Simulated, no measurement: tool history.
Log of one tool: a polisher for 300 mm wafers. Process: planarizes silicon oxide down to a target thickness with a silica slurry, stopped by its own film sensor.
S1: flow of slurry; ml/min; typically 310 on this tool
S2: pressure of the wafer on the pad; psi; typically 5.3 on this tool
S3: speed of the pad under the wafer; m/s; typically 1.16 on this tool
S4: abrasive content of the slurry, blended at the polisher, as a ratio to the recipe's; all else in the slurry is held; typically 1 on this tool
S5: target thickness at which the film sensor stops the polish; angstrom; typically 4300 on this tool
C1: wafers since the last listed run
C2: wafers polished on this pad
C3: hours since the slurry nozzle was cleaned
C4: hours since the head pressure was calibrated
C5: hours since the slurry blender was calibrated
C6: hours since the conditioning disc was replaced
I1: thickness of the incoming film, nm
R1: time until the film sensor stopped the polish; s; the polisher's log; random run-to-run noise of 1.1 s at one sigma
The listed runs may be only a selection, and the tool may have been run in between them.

run    hour   S1   S2    S3    S4    S5    C1    C2     C3     C4     C5     C6     I1     R1
  1       0  310  6.5  1.16     1  4880     0   169  295.5  176.2   54.8  125.9  697.6   44.9
  2    49.5  275  5.3  1.16     1  4300   344   514    345  225.7  104.3  175.4  699.2   71.2
  3   103.9  275  5.3  1.16     1  4300   379   893  399.4  280.1  158.7  229.8  705.5     76
      251.2  -- slurry blender recalibrated
  4     274  275  5.3  1.16     1  4300  1171  2064  569.5  450.2   22.8  399.9    690     71
      291.7  -- conditioning disc replaced and pad reconditioned
      300.8  -- worn pad replaced by a new one
  5   344.7  310  5.3  1.16     1  4300   450   305  640.2  520.9   93.5     53  709.9   76.3
  6   382.9  310  5.3  1.16     1  4300   266   571  678.4  559.1  131.7   91.2  698.5   73.1
  7   421.3  310  5.3  1.16     1  4300   267   839  716.8  597.5  170.1  129.6    699   75.2
  8   446.8  310  5.3  1.16     1  4300   177  1017  742.3    623  195.6  155.1  701.3   75.7
  9     486  310  5.3  1.16     1  4300   273  1290  781.5  662.2  234.8  194.3  707.2   79.3
 10   519.9  310  5.3  1.16     1  4300   236  1526  815.4  696.1  268.7  228.2  697.6   80.3
      531.5  -- slurry nozzle cleaned
 11   573.4  310    6  1.16     1  4300   365  1892   41.9  749.6  322.2  281.7  704.9   77.4
      595.6  -- worn pad replaced by a new one
        614  -- slurry blender recalibrated
 12   615.9  310    6  1.16     1  4300   254   127   84.4  792.1    1.9  324.2  703.6   64.9
 13   678.8  345  5.3  1.16     1  4300   438   566  147.3    855   64.8  387.1  692.6   71.2
        709  -- conditioning disc replaced and pad reconditioned
 14   729.8  215  5.3  1.16  0.85  4300   341   907  198.3    906  115.8   20.8    698   86.5
      842.6  -- head pressure recalibrated
 15   850.8  380  5.3  1.16   0.8  4300   829  1736  319.3    8.2  236.8  141.8  703.7   89.7
      871.8  -- worn pad replaced by a new one
 16     893  310  5.3  1.16     1  4300   266   147  361.5   50.4    279    184    692   79.1
 17   954.5  310  5.3  1.16     1  4300   428   576    423  111.9  340.5  245.5  692.4   82.8
        997  -- slurry blender recalibrated
 18  1001.9  310  5.3  1.16     1  4300   316   892  470.4  159.3    4.9  292.9    694   69.9
     1112.9  -- conditioning disc replaced and pad reconditioned
 19  1173.3  220  5.3  1.16   1.1  4300  1180  2073  641.8  330.7  176.3   60.4  703.5   74.3
     1213.7  -- worn pad replaced by a new one
 20  1236.3  225  5.3  1.04     1  3680   411   157  704.8  393.7  239.3  123.4  701.7  103.4
 21  1281.3  310  6.9  1.16     1  4300   313   471  749.8  438.7  284.3  168.4    701   62.4
 22  1336.7  310  5.3  1.16     1  4300   386   857  805.2  494.1  339.7  223.8  705.7   87.1
       1338  -- slurry nozzle cleaned
 23  1369.1  310  4.6  0.96   0.8  5150   218  1076   31.1  526.5  372.1  256.2    708  100.4
     1393.1  -- slurry blender recalibrated
 24  1434.6  400  4.3  1.16     1  3490   442  1518   96.6    592   41.5  321.7  690.5  112.8
     1482.4  -- worn pad replaced by a new one
 25  1492.7  310  5.3  1.16     1  4300   376    71  154.7  650.1   99.6  379.8  694.6   74.9

Measured minus without-hidden-state, run by run (identical run-to-run variation in each term; gauge scatter may differ):
Hidden state at play: removal rate lost through wear of the pad, %; slurry flow missing at the pad, %; deviation of the head's pressure from its setpoint, %; abrasive missing from the slurry, %; time polished since the conditioner stopped cutting, s.
run     R1
  1   +1.1
  2   +2.4
  3   +4.1
  4   +1.7
  5   +2.9
  6   +3.7
  7   +5.1
  8   +6.2
  9   +8.4
 10  +10.7
 11  +14.2
 12   +2.9
 13   +3.9
 14   +6.4
 15    +10
 16  +10.2
 17  +15.4
 18   +1.7
 19   +4.7
 20  +10.4
 21   +8.4
 22  +16.3
 23  +25.1
 24   +6.4
 25   +5.3
